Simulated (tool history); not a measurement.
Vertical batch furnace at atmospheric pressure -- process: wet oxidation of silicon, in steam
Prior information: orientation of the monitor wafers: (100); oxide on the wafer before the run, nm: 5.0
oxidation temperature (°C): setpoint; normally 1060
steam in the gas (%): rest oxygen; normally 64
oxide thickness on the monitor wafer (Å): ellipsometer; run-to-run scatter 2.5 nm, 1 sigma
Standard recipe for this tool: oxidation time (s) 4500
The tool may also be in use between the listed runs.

| run | hour | oxidation temperature (°C) | oxidation time (s) | steam in the gas (%) | read-back reference wafer on the same gauge, thickness | oxide thickness on the monitor wafer (Å) |
|---|---|---|---|---|---|---|
| 1 | 0 | 1060 | 4500 | 64 | 556.81 | 6148.2 |
| 2 | 67.1 | 1060 | 4500 | 64 | 558.05 | 6176.9 |
| 3 | 128.9 | 1060 | 4500 | 64 | 556.54 | 6139.6 |
| 4 | 186.6 | 1060 | 4500 | 64 | 557.2 | 6159.9 |
| 5 | 230.9 | 1060 | 4500 | 64 | 556.65 | 6170.5 |
| 6 | 261.8 | 1060 | 4500 | 71 | 557.14 | 6503.7 |
| 7 | 301.9 | 1060 | 4500 | 64 | 556.14 | 6167.3 |
| 8 | 345.2 | 1060 | 4500 | 64 | 557.77 | 6132.6 |
| 9 | 393.4 | 1060 | 4500 | 64 | 556.79 | 6170 |
|  | 418 | thermocouples replaced and temperature profile calibrated |
| 10 | 451.6 | 1060 | 4500 | 64 | 556.64 | 6028.4 |
| 11 | 516.5 | 1060 | 4500 | 64 | 557.38 | 6013.4 |
| 12 | 545.5 | 1060 | 4500 | 64 | 556.99 | 6035.1 |
| 13 | 600.1 | 1060 | 4500 | 60 | 556.74 | 5825.2 |
| 14 | 663.1 | 1060 | 4500 | 56 | 557.13 | 5586.2 |
|  | 675.6 | gauge calibrated |
| 15 | 694.9 | 1040 | 6480 | 54 | 556.73 | 6180.5 |
| 16 | 733.5 | 1060 | 5580 | 71 | 557.15 | 7393.3 |
| 17 | 803.7 | 1040 | 3750 | 71 | 557.08 | 5193.2 |
| 18 | 851 | 1069 | 5880 | 64 | 557.31 | 7423.6 |
|  | 909.8 | steam generator serviced |
| 19 | 911.5 | 1060 | 4500 | 64 | 557.51 | 6068.7 |
| 20 | 949.2 | 1037 | 4500 | 64 | 557.42 | 5389.9 |
| 21 | 993.6 | 1074 | 3240 | 71 | 556.16 | 5762.2 |
| 22 | 1059.9 | 1060 | 4500 | 64 | 556.56 | 6138.2 |
| 23 | 1110.8 | 1060 | 4500 | 64 | 557.08 | 6113.3 |
| 24 | 1180.2 | 1060 | 4500 | 64 | 557.09 | 6152.8 |
| 25 | 1247.3 | 1060 | 4500 | 64 | 556.57 | 6118.8 |
| 26 | 1284.4 | 1045 | 5940 | 72 | 556.65 | 7176.5 |
| 27 | 1350.6 | 1060 | 5760 | 64 | 557.23 | 7083.6 |

Run-by-run hidden state of the tool:
steam share off its setpoint, % of the setpoint: 0 in every run
gauge reads high (%): 0 in every run
H1: true tube temperature minus thermocouple reading, K
| run | H1 |
|---|---|
| 1 | 4.74 |
| 2 | 4.81 |
| 3 | 4.86 |
| 4 | 4.91 |
| 5 | 4.94 |
| 6 | 4.96 |
| 7 | 4.98 |
| 8 | 5.01 |
| 9 | 5.03 |
| 10 | 0.514 |
| 11 | 1.07 |
| 12 | 1.29 |
| 13 | 1.69 |
| 14 | 2.1 |
| 15 | 2.29 |
| 16 | 2.51 |
| 17 | 2.86 |
| 18 | 3.08 |
| 19 | 3.33 |
| 20 | 3.47 |
| 21 | 3.62 |
| 22 | 3.83 |
| 23 | 3.98 |
| 24 | 4.15 |
| 25 | 4.31 |
| 26 | 4.38 |
| 27 | 4.5 |
